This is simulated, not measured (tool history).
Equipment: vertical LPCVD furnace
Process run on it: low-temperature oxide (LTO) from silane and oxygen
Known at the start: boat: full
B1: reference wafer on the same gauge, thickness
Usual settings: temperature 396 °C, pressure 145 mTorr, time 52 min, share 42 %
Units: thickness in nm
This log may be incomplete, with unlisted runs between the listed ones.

{"run": 1, "day": 0.0, "temperature": 396, "pressure": 145, "time": 52, "share": 42, "B1": 314.82, "thickness": 323.35}
{"run": 2, "day": 1.033, "temperature": 396, "pressure": 145, "time": 52, "share": 42, "B1": 315.01, "thickness": 325.12}
{"run": 3, "day": 1.217, "temperature": 396, "pressure": 145, "time": 52, "share": 42, "B1": 315.13, "thickness": 325.38}
{"run": 4, "day": 1.446, "temperature": 391, "pressure": 145, "time": 52, "share": 42, "B1": 314.78, "thickness": 307.97}
{"run": 5, "day": 1.821, "temperature": 391, "pressure": 145, "time": 52, "share": 42, "B1": 315.16, "thickness": 307.37}
{"run": 6, "day": 2.525, "temperature": 396, "pressure": 145, "time": 45.5, "share": 42, "B1": 314.94, "thickness": 283.29}
{"run": 7, "day": 2.938, "temperature": 396, "pressure": 145, "time": 45.5, "share": 42, "B1": 314.98, "thickness": 285}
{"run": 8, "day": 3.225, "temperature": 396, "pressure": 145, "time": 45.5, "share": 42, "B1": 315.11, "thickness": 284.63}
{"run": 9, "day": 3.771, "temperature": 396, "pressure": 145, "time": 52, "share": 42, "B1": 315.06, "thickness": 325.72}
{"run": 10, "day": 4.104, "temperature": 392, "pressure": 175, "time": 36, "share": 50, "B1": 315.1, "thickness": 310.25}
{"run": 11, "day": 5.454, "temperature": 396, "pressure": 145, "time": 52, "share": 42, "B1": 314.83, "thickness": 325.97}
{"run": 12, "day": 5.633, "temperature": 386, "pressure": 160, "time": 52, "share": 48, "B1": 314.98, "thickness": 368.06}
{"run": 13, "day": 5.812, "temperature": 396, "pressure": 145, "time": 68, "share": 42, "B1": 315.06, "thickness": 426.06}
{"run": 14, "day": 5.996, "temperature": 396, "pressure": 145, "time": 52, "share": 42, "B1": 315.03, "thickness": 327.4}
{"run": 15, "day": 6.354, "temperature": 396, "pressure": 145, "time": 52, "share": 42, "B1": 315.23, "thickness": 323.97}
{"run": 16, "day": 6.838, "temperature": 396, "pressure": 145, "time": 52, "share": 42, "B1": 315.09, "thickness": 324.37}
{"run": 17, "day": 8.821, "temperature": 396, "pressure": 155, "time": 52, "share": 42, "B1": 314.95, "thickness": 347.41}
{"run": 18, "day": 9.129, "temperature": 396, "pressure": 145, "time": 52, "share": 35, "B1": 314.99, "thickness": 259.11}
{"run": 19, "day": 10.1, "temperature": 391, "pressure": 160, "time": 44, "share": 38, "B1": 315.11, "thickness": 253.56}
{"run": 20, "day": 10.525, "temperature": 392, "pressure": 145, "time": 52, "share": 42, "B1": 314.97, "thickness": 311.19}
{"run": 21, "day": 11.071, "temperature": 396, "pressure": 145, "time": 31.5, "share": 42, "B1": 315.13, "thickness": 197.03}
{"run": 22, "day": 11.746, "temperature": 396, "pressure": 145, "time": 52, "share": 42, "B1": 315.23, "thickness": 325.73}
{"run": 23, "day": 12.221, "temperature": 389, "pressure": 145, "time": 52, "share": 42, "B1": 315.37, "thickness": 299.58}
{"run": 24, "day": 12.633, "temperature": 388, "pressure": 175, "time": 52, "share": 38, "B1": 314.95, "thickness": 317.34}
{"run": 25, "day": 13.262, "temperature": 400, "pressure": 145, "time": 52, "share": 42, "B1": 314.96, "thickness": 339.7}
{"run": 26, "day": 13.683, "temperature": 396, "pressure": 145, "time": 52, "share": 42, "B1": 315.04, "thickness": 325.24}
{"run": 27, "day": 14.167, "temperature": 396, "pressure": 145, "time": 52, "share": 42, "B1": 315.19, "thickness": 324.58}
{"run": 28, "day": 14.504, "temperature": 396, "pressure": 145, "time": 59.5, "share": 42, "B1": 315.09, "thickness": 372.44}
{"run": 29, "day": 14.812, "temperature": 396, "pressure": 145, "time": 52, "share": 42, "B1": 314.86, "thickness": 323.36}
{"run": 30, "day": 15.146, "temperature": 396, "pressure": 145, "time": 52, "share": 47, "B1": 315.17, "thickness": 365.84}

Not shown here: 4 entries made in the log between runs. Locate each between two listed runs and compare the hidden state at the listed run before it with the hidden state at the listed run after it:
After run 1, before run 2: silane flow controller replaced (day 1.012)
  nothing in the hidden state changes from one run to the other
After run 10, before run 11: thermocouples replaced and temperature profile calibrated (day 5.433)
  nothing in the hidden state changes from one run to the other
After run 16, before run 17: pressure gauge zeroed (day 8.8)
  nothing in the hidden state changes from one run to the other
After run 18, before run 19: gauge calibrated (day 9.508)
  nothing in the hidden state changes from one run to the other
